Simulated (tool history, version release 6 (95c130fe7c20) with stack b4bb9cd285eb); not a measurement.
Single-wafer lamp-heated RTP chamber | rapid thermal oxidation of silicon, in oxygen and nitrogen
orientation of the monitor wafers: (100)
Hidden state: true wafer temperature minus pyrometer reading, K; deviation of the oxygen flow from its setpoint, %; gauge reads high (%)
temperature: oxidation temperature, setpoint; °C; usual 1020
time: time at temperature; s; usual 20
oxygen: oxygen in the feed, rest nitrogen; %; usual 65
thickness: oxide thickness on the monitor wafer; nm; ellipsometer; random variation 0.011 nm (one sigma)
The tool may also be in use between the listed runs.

run,hour,temperature,time,oxygen,wafers since the last listed run,wafers since the last pyrometer calibration,hours since the oxygen flow controller was replaced,hours since the gauge calibration,"read-back reference wafer on the same gauge, thickness",thickness
1,0.0,1020,20,65,0,2729,5265.5,161.2,4.613,3.937
2,187.2,1020,20,65,2717,5447,5452.7,348.4,4.604,3.929
# hour 214.3: pyrometer window cleaned and pyrometer calibrated
3,278.6,1020,20,65,1210,934,5544.1,439.8,4.595,3.933
4,340.4,1020,20,65,897,1831,5605.9,501.6,4.591,3.912
5,378.3,1020,20,65,550,2381,5643.8,539.5,4.587,3.916
6,424.1,1020,20,65,664,3046,5689.6,585.3,4.584,3.911
7,488.3,1020,20,65,932,3978,5753.8,649.5,4.574,3.890
8,571.6,1033,15,85,1209,5187,5837.1,732.8,4.569,4.134
# hour 608.7: oxygen flow controller replaced
9,652.1,1046,11,78,1052,6240,43.4,813.3,4.557,3.893
# hour 708.7: pyrometer window cleaned and pyrometer calibrated
10,741.1,1020,14,52,1175,470,132.4,902.3,4.546,3.222
11,780.8,1020,20,65,576,1046,172.1,942.0,4.539,3.876
# hour 845.8: gauge calibrated
12,874.4,1041,28,84,1358,2405,265.7,28.6,4.627,5.658
13,938.8,1020,12,65,934,3340,330.1,93.0,4.621,3.306
14,1150.7,1020,24,65,3076,6416,542.0,304.9,4.616,4.238

5 ways to go on from here, each from the tool as it stands after run 14. What would each give?
A,1151.1,1020,20,65,5,6422,542.4,305.3,?,?
B,1151.1,1001,23,49,5,6422,542.4,305.3,?,?
C,1151.1,1020,11,65,5,6422,542.4,305.3,?,?
D,1151.1,1031,25,76,5,6422,542.4,305.3,?,?
E,1151.1,1020,29,81,5,6422,542.4,305.3,?,?

run,"read-back reference wafer on the same gauge, thickness",thickness
A,4.621,3.947
B,4.621,3.415
C,4.621,3.218
D,4.621,4.868
E,4.621,4.904
Without the tool's hidden state the same runs would have given:
run,thickness
A,3.949
B,3.417
C,3.220
D,4.871
E,4.906

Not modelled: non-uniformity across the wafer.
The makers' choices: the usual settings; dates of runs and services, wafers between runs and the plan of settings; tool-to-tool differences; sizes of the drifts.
